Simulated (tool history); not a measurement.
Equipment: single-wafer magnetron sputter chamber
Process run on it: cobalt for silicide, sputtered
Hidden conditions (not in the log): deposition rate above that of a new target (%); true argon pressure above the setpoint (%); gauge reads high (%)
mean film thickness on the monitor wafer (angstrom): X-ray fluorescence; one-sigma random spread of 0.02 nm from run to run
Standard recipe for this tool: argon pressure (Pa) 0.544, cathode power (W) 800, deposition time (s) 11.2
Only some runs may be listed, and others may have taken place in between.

run   hour  argon pressure (Pa)  cathode power (W)  deposition time (s)  wafers since the last listed run  wafers on the sputter target  hours since the last manometer calibration  hours since the magnet pack was replaced  hours since the gauge calibration  read-back reference wafer on the same gauge, thickness_nm  mean film thickness on the monitor wafer (angstrom)
  1      0                0.544                800                 11.2                                 0                          1490                                      1122.3                                   10356.7                               38.2                                                      4.787                                                43.62
  2    9.5                0.377                800                 11.2                               255                          1746                                      1131.8                                   10366.2                               47.7                                                      4.775                                                46.01
  3   25.8                0.544                800                 11.2                               437                          2183                                      1148.1                                   10382.5                                 64                                                      4.788                                                44.06
  4     42                0.544                800                 11.2                               435                          2619                                      1164.3                                   10398.7                               80.2                                                      4.775                                                44.01
  5   55.5                0.544                800                 10.1                               362                          2981                                      1177.8                                   10412.2                               93.7                                                      4.779                                                39.53
  6   66.3                0.544                800                 10.1                               290                          3271                                      1188.6                                     10423                              104.5                                                      4.782                                                39.72
  7   79.8                0.544                800                 11.2                               362                          3634                                      1202.1                                   10436.5                                118                                                      4.782                                                43.99
      90.2  -- capacitance manometer re-zeroed and calibrated
  8   90.7                0.544                800                 11.2                                77                          3712                                         0.5                                   10447.4                              128.9                                                      4.788                                                43.82
  9   98.1                0.544                800                 12.5                               198                          3911                                         7.9                                   10454.8                              136.3                                                      4.782                                                48.82
 10  134.8                0.544                800                 12.5                               985                          4897                                        44.6                                   10491.5                                173                                                      4.774                                                 49.2
 11  144.8                0.415                950                 13.1                               268                          5165                                        54.6                                   10501.5                                183                                                      4.782                                                62.52
     160.5  -- gauge calibrated
     162.9  -- sputter target and shields replaced
 12  163.4                0.544                800                 11.2                               284                            14                                        73.2                                   10520.1                                2.9                                                      4.783                                                43.74
 13  172.3                0.391                800                  9.2                               239                           253                                        82.1                                     10529                               11.8                                                       4.78                                                37.51
 14  183.4                0.422                800                 12.5                               298                           551                                        93.2                                   10540.1                               22.9                                                       4.78                                                50.58
 15  198.3                0.544                800                 11.2                               400                           952                                       108.1                                     10555                               37.8                                                      4.778                                                 43.8
     215.1  -- magnet pack replaced
 16  215.6                0.632                950                   10                               249                          1201                                       125.4                                       0.5                               55.1                                                      4.782                                                45.08
 17  223.7                0.544                700                  9.2                               217                          1419                                       133.5                                       8.6                               63.2                                                      4.784                                                 31.6
 18  237.6                0.344                650                 12.4                               373                          1792                                       147.4                                      22.5                               77.1                                                      4.784                                                41.76
 19  249.6                0.544               1000                 11.2                               322                          2115                                       159.4                                      34.5                               89.1                                                      4.781                                                54.98
 20  265.6                0.734                800                 10.4                               429                          2545                                       175.4                                      50.5                              105.1                                                      4.782                                                38.57
 21  280.9                0.544                800                 11.2                               410                          2956                                       190.7                                      65.8                              120.4                                                      4.779                                                43.47

For each run, what was the tool's unlogged condition?
deposition rate above that of a new target (%): 0 at every run
true argon pressure above the setpoint (%): 0 at every run
gauge reads high (%): 0 at every run

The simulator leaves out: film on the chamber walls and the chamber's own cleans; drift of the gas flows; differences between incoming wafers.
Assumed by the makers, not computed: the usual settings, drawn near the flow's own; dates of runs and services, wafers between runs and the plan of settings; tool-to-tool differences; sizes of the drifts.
